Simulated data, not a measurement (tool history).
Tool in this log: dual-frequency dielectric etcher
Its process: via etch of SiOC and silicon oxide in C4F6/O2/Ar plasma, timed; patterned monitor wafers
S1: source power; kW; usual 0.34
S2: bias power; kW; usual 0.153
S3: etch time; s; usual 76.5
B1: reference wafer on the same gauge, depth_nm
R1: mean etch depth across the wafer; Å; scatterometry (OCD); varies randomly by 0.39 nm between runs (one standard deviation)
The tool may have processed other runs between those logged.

run    hour    S1     S2    S3    B1   R1
  1       0  0.34  0.153  76.5  82.2  728
  2    50.4  0.34  0.153  76.5    82  740
  3     104  0.29  0.153  76.5  82.1  668
  4   193.3  0.29  0.153  76.5  82.2  674
      247.7  -- gauge calibrated
      347.7  -- wet clean of the chamber
  5   387.8   0.4  0.153  65.5  82.1  670
  6   432.7   0.4  0.153  65.5  82.1  670
  7   510.9   0.4  0.153  65.5  82.2  675
  8     602  0.34  0.153  76.5    82  725
  9   654.6  0.34  0.153  76.5  82.1  727
      661.1  -- source power generator calibrated
 10   754.2  0.34  0.153  76.5    82  750
 11   831.1  0.34  0.153  76.5  82.1  743
 12   882.3  0.39  0.142  76.5    82  792
      910.7  -- wet clean of the chamber
 13   922.7  0.34  0.153  76.5  81.9  729
      970.5  -- upper electrode replaced
        973  -- bias power generator calibrated
 14   973.5  0.34  0.153  76.5  82.1  718
 15    1033  0.37  0.153  76.5    82  768
 16  1234.7  0.34  0.183    92  82.2  934
 17  1285.4  0.27  0.188  65.5    82  578
 18  1383.5   0.4  0.186    58  82.2  658
 19  1461.2  0.34  0.153  76.5  82.1  742
     1514.1  -- wet clean of the chamber
 20  1540.2  0.34  0.153  76.5  82.2  711
 21  1620.6  0.34  0.141    92  82.1  828
 22  1714.1   0.4  0.167  86.5  82.1  915
 23  1778.4  0.34   0.18  76.5  82.1  758
 24  1886.4  0.34  0.153  76.5  82.1  723
 25  1985.4   0.3  0.176  94.5  82.1  872
 26  2043.2  0.34  0.153  76.5  81.9  728
     2070.6  -- source power generator calibrated
     2083.8  -- gauge calibrated
 27  2085.6  0.41  0.128  83.5    82  877
 28  2126.5  0.37  0.153  91.5    82  961
     2170.1  -- wet clean of the chamber
 29  2185.9  0.37  0.143    60  82.1  588
 30  2272.2  0.37  0.117    56    82  512

Below, each run's measurement less what the same run would have read without the hidden state. Both values contain the same run-to-run variation, but the gauge's scatter may not be the same in both:
Hidden conditions of the tool in this case: etch rate over this chamber's usual, %; source power that arrives over what is set, %; bias power that arrives over what is set, %; gauge reads high (%).
run   R1
  1   -1
  2   +1
  3   +4
  4   +8
  5  -20
  6  -18
  7  -14
  8   -9
  9   -7
 10  +16
 11  +18
 12  +20
 13  -11
 14   -9
 15   -8
 16   +0
 17   +2
 18   +6
 19  +10
 20  -25
 21  -25
 22  -21
 23  -14
 24   -7
 25   -2
 26   +1
 27  +37
 28  +40
 29   -3
 30   -1
